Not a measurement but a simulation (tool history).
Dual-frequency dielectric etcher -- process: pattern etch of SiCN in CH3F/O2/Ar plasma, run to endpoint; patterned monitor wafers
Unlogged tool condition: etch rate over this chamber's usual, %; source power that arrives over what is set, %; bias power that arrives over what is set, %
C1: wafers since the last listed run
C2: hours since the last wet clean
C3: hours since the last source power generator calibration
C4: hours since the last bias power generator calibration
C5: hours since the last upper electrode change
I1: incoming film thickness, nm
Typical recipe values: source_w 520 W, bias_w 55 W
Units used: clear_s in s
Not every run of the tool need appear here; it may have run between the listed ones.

{"run": 1, "hour": 0.0, "source_w": 520, "bias_w": 46, "C1": 0, "C2": 232.4, "C3": 2084.6, "C4": 3126.5, "C5": 2851.1, "I1": 6.46, "clear_s": 18.8}
{"run": 2, "hour": 14.2, "source_w": 520, "bias_w": 46, "C1": 138, "C2": 246.6, "C3": 2098.8, "C4": 3140.7, "C5": 2865.3, "I1": 6.52, "clear_s": 19.0}
{"run": 3, "hour": 22.8, "source_w": 520, "bias_w": 55, "C1": 83, "C2": 255.2, "C3": 2107.4, "C4": 3149.3, "C5": 2873.9, "I1": 6.5, "clear_s": 18.2}
{"run": 4, "hour": 35.2, "source_w": 520, "bias_w": 55, "C1": 120, "C2": 267.6, "C3": 2119.8, "C4": 3161.7, "C5": 2886.3, "I1": 6.52, "clear_s": 17.9}
{"run": 5, "hour": 50.6, "source_w": 420, "bias_w": 61, "C1": 149, "C2": 283.0, "C3": 2135.2, "C4": 3177.1, "C5": 2901.7, "I1": 6.47, "clear_s": 20.2}
{"run": 6, "hour": 65.0, "source_w": 420, "bias_w": 61, "C1": 140, "C2": 297.4, "C3": 2149.6, "C4": 3191.5, "C5": 2916.1, "I1": 6.49, "clear_s": 20.4}
{"run": 7, "hour": 81.9, "source_w": 420, "bias_w": 61, "C1": 164, "C2": 314.3, "C3": 2166.5, "C4": 3208.4, "C5": 2933.0, "I1": 6.58, "clear_s": 20.3}
{"run": 8, "hour": 96.5, "source_w": 520, "bias_w": 55, "C1": 141, "C2": 328.9, "C3": 2181.1, "C4": 3223.0, "C5": 2947.6, "I1": 6.59, "clear_s": 18.4}
{"run": 9, "hour": 108.7, "source_w": 520, "bias_w": 48, "C1": 118, "C2": 341.1, "C3": 2193.3, "C4": 3235.2, "C5": 2959.8, "I1": 6.52, "clear_s": 18.4}
{"run": 10, "hour": 123.5, "source_w": 610, "bias_w": 55, "C1": 143, "C2": 355.9, "C3": 2208.1, "C4": 3250.0, "C5": 2974.6, "I1": 6.45, "clear_s": 16.4}
{"run": 11, "hour": 132.4, "source_w": 610, "bias_w": 55, "C1": 86, "C2": 364.8, "C3": 2217.0, "C4": 3258.9, "C5": 2983.5, "I1": 6.51, "clear_s": 16.6}
{"run": 12, "hour": 143.1, "source_w": 610, "bias_w": 55, "C1": 104, "C2": 375.5, "C3": 2227.7, "C4": 3269.6, "C5": 2994.2, "I1": 6.51, "clear_s": 16.7}
{"run": 13, "hour": 157.0, "source_w": 520, "bias_w": 55, "C1": 135, "C2": 389.4, "C3": 2241.6, "C4": 3283.5, "C5": 3008.1, "I1": 6.45, "clear_s": 18.0}
{"run": 14, "hour": 165.7, "source_w": 520, "bias_w": 65, "C1": 84, "C2": 398.1, "C3": 2250.3, "C4": 3292.2, "C5": 3016.8, "I1": 6.47, "clear_s": 17.4}
{"hour": 181.0, "done": "bias power generator calibrated"}
{"hour": 193.8, "done": "source power generator calibrated"}
{"hour": 195.7, "done": "wet clean of the chamber"}
{"run": 15, "hour": 196.2, "source_w": 550, "bias_w": 49, "C1": 200, "C2": 0.5, "C3": 2.4, "C4": 15.2, "C5": 3047.3, "I1": 6.52, "clear_s": 17.8}
{"run": 16, "hour": 198.0, "source_w": 520, "bias_w": 55, "C1": 17, "C2": 2.3, "C3": 4.2, "C4": 17.0, "C5": 3049.1, "I1": 6.46, "clear_s": 17.9}
{"run": 17, "hour": 205.6, "source_w": 520, "bias_w": 55, "C1": 73, "C2": 9.9, "C3": 11.8, "C4": 24.6, "C5": 3056.7, "I1": 6.5, "clear_s": 18.2}
{"hour": 242.7, "done": "upper electrode replaced"}
{"run": 18, "hour": 243.2, "source_w": 520, "bias_w": 59, "C1": 132, "C2": 47.5, "C3": 49.4, "C4": 62.2, "C5": 0.5, "I1": 6.44, "clear_s": 17.5}
{"run": 19, "hour": 246.7, "source_w": 430, "bias_w": 63, "C1": 34, "C2": 51.0, "C3": 52.9, "C4": 65.7, "C5": 4.0, "I1": 6.48, "clear_s": 19.4}
{"run": 20, "hour": 257.1, "source_w": 420, "bias_w": 55, "C1": 101, "C2": 61.4, "C3": 63.3, "C4": 76.1, "C5": 14.4, "I1": 6.54, "clear_s": 20.7}
{"run": 21, "hour": 269.3, "source_w": 650, "bias_w": 65, "C1": 118, "C2": 73.6, "C3": 75.5, "C4": 88.3, "C5": 26.6, "I1": 6.47, "clear_s": 15.2}
{"run": 22, "hour": 280.2, "source_w": 610, "bias_w": 55, "C1": 106, "C2": 84.5, "C3": 86.4, "C4": 99.2, "C5": 37.5, "I1": 6.48, "clear_s": 16.4}
{"run": 23, "hour": 322.9, "source_w": 520, "bias_w": 44, "C1": 415, "C2": 127.2, "C3": 129.1, "C4": 141.9, "C5": 80.2, "I1": 6.5, "clear_s": 19.3}
{"run": 24, "hour": 330.3, "source_w": 610, "bias_w": 68, "C1": 71, "C2": 134.6, "C3": 136.5, "C4": 149.3, "C5": 87.6, "I1": 6.57, "clear_s": 15.8}
{"run": 25, "hour": 337.5, "source_w": 560, "bias_w": 49, "C1": 70, "C2": 141.8, "C3": 143.7, "C4": 156.5, "C5": 94.8, "I1": 6.46, "clear_s": 17.9}
{"run": 26, "hour": 346.6, "source_w": 580, "bias_w": 60, "C1": 88, "C2": 150.9, "C3": 152.8, "C4": 165.6, "C5": 103.9, "I1": 6.46, "clear_s": 16.4}
{"run": 27, "hour": 355.0, "source_w": 570, "bias_w": 61, "C1": 81, "C2": 159.3, "C3": 161.2, "C4": 174.0, "C5": 112.3, "I1": 6.42, "clear_s": 16.4}
{"run": 28, "hour": 388.3, "source_w": 610, "bias_w": 65, "C1": 323, "C2": 192.6, "C3": 194.5, "C4": 207.3, "C5": 145.6, "I1": 6.48, "clear_s": 15.9}

Forecast each of these 4 alternatives for the next run:
{"run": "A", "hour": 388.7, "source_w": 520, "bias_w": 55, "C1": 3, "C2": 193.0, "C3": 194.9, "C4": 207.7, "C5": 146.0, "I1": 6.49, "clear_s": "?"}
{"run": "B", "hour": 388.7, "source_w": 560, "bias_w": 67, "C1": 3, "C2": 193.0, "C3": 194.9, "C4": 207.7, "C5": 146.0, "I1": 6.49, "clear_s": "?"}
{"run": "C", "hour": 388.7, "source_w": 650, "bias_w": 67, "C1": 3, "C2": 193.0, "C3": 194.9, "C4": 207.7, "C5": 146.0, "I1": 6.49, "clear_s": "?"}
{"run": "D", "hour": 388.7, "source_w": 430, "bias_w": 69, "C1": 3, "C2": 193.0, "C3": 194.9, "C4": 207.7, "C5": 146.0, "I1": 6.49, "clear_s": "?"}

run=A clear_s=18.1
run=B clear_s=16.5
run=C clear_s=15.2
run=D clear_s=19.2
With no hidden state in the tool, these same runs would have given:
run=A clear_s=18.1
run=B clear_s=16.5
run=C clear_s=15.2
run=D clear_s=19.2
